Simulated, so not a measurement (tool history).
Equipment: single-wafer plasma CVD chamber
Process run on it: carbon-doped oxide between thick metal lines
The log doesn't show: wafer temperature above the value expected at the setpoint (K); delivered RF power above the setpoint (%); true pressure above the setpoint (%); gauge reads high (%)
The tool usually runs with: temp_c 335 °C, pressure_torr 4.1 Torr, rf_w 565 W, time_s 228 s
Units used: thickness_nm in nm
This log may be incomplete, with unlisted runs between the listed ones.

run,hour,temp_c,pressure_torr,rf_w,time_s,wafers since the last listed run,hours since the last thermocouple change,hours since the last RF generator calibration,hours since the last manometer calibration,hours since the showerhead was replaced,hours since the gauge calibration,"read-back reference wafer on the same gauge, thickness_nm",thickness_nm
1,0,335,4.1,565,228,0,449.2,739.4,1527.6,1374.1,906.4,1247.41,1279.568
# hour 30.5: capacitance manometer re-zeroed and calibrated
2,51.6,335,4.1,565,228,354,500.8,791,21.1,1425.7,958,1246.016,1281.163
3,145.4,335,4.1,565,228,762,594.6,884.8,114.9,1519.5,1051.8,1245.249,1271.857
4,238,335,4.1,565,216,752,687.2,977.4,207.5,1612.1,1144.4,1243.99,1208.904
5,336.6,335,4.1,565,216,801,785.8,1076,306.1,1710.7,1243,1241.545,1206.551
6,391.4,335,4.1,565,228,445,840.6,1130.8,360.9,1765.5,1297.8,1241.462,1280.871
7,476.9,335,4.1,565,228,694,926.1,1216.3,446.4,1851,1383.3,1241.078,1271.434
8,515.6,335,3.83,565,253,314,964.8,1255,485.1,1889.7,1422,1240.698,1405.992
9,609.3,335,3.83,565,253,761,1058.5,1348.7,578.8,1983.4,1515.7,1238.409,1390.762
10,677.6,335,4.1,565,228,555,1126.8,1417,647.1,2051.7,1584,1238.681,1265.432
11,714.6,335,4.1,565,228,300,1163.8,1454,684.1,2088.7,1621,1238.098,1264.728
12,752.8,335,4.1,565,228,310,1202,1492.2,722.3,2126.9,1659.2,1238.287,1264.722
13,803.6,335,4.1,565,228,412,1252.8,1543,773.1,2177.7,1710,1238.034,1270.253
14,1056,328,3.5,500,203,2051,1505.2,1795.4,1025.5,2430.1,1962.4,1236.607,1060.676
# hour 1314.3: gauge calibrated
# hour 1332.7: thermocouple changed; heater temperature recalibrated
15,1346,331,4.1,535,205,2291,13.3,2085.4,1315.5,2720.1,31.7,1265.537,1140.616
16,1475.1,335,4.1,505,263,1049,142.4,2214.5,1444.6,2849.2,160.8,1259.28,1389.222
17,1533.1,321,3.34,680,265,471,200.4,2272.5,1502.6,2907.2,218.8,1256.204,1715.707
18,1614.3,335,4.1,565,228,659,281.6,2353.7,1583.8,2988.4,300,1252.685,1283.921
# hour 1712.1: capacitance manometer re-zeroed and calibrated
19,1715,335,3.75,565,228,753,382.3,2454.4,2.9,3089.1,400.7,1249.49,1267.293
20,1785.8,348,4.1,660,189,575,453.1,2525.2,73.7,3159.9,471.5,1247.596,1113.1
21,1856,335,4.1,565,228,570,523.3,2595.4,143.9,3230.1,541.7,1245.036,1276.083
# hour 1875.5: RF generator calibrated
# hour 1892: showerhead replaced
22,1912.6,335,4.1,565,228,329,579.9,37.1,200.5,20.6,598.3,1243.431,1268.043
23,1985.9,335,4.1,565,228,595,653.2,110.4,273.8,93.9,671.6,1241.104,1268.795
24,2076.6,329,4.58,565,266,737,743.9,201.1,364.5,184.6,762.3,1240.138,1523.461
25,2116.8,335,4.1,565,228,326,784.1,241.3,404.7,224.8,802.5,1238.168,1265.493
26,2172.1,335,4.59,470,228,449,839.4,296.6,460,280.1,857.8,1238.157,1144.01
27,2300.3,325,4.1,565,198,1041,967.6,424.8,588.2,408.3,986,1235.235,1139.003
28,2397,335,4.1,600,248,785,1064.3,521.5,684.9,505,1082.7,1233.896,1423.544
29,2463.1,335,4.39,455,228,537,1130.4,587.6,751,571.1,1148.8,1233.543,1110.293

3 options for the next run, each taken on its own from the tool as it stands now. Forecast them:
A,2463.6,335,4.1,565,228,4,1130.9,588.1,751.5,571.6,1149.3,?,?
B,2463.6,339,3.84,565,203,4,1130.9,588.1,751.5,571.6,1149.3,?,?
C,2463.6,344,4.1,565,184,4,1130.9,588.1,751.5,571.6,1149.3,?,?

run,"read-back reference wafer on the same gauge, thickness_nm",thickness_nm
A,1233.737,1264.087
B,1233.737,1104.208
C,1233.737,992.655
Without the tool's hidden state the same runs would have given:
run,thickness_nm
A,1301.831
B,1137.178
C,1022.294
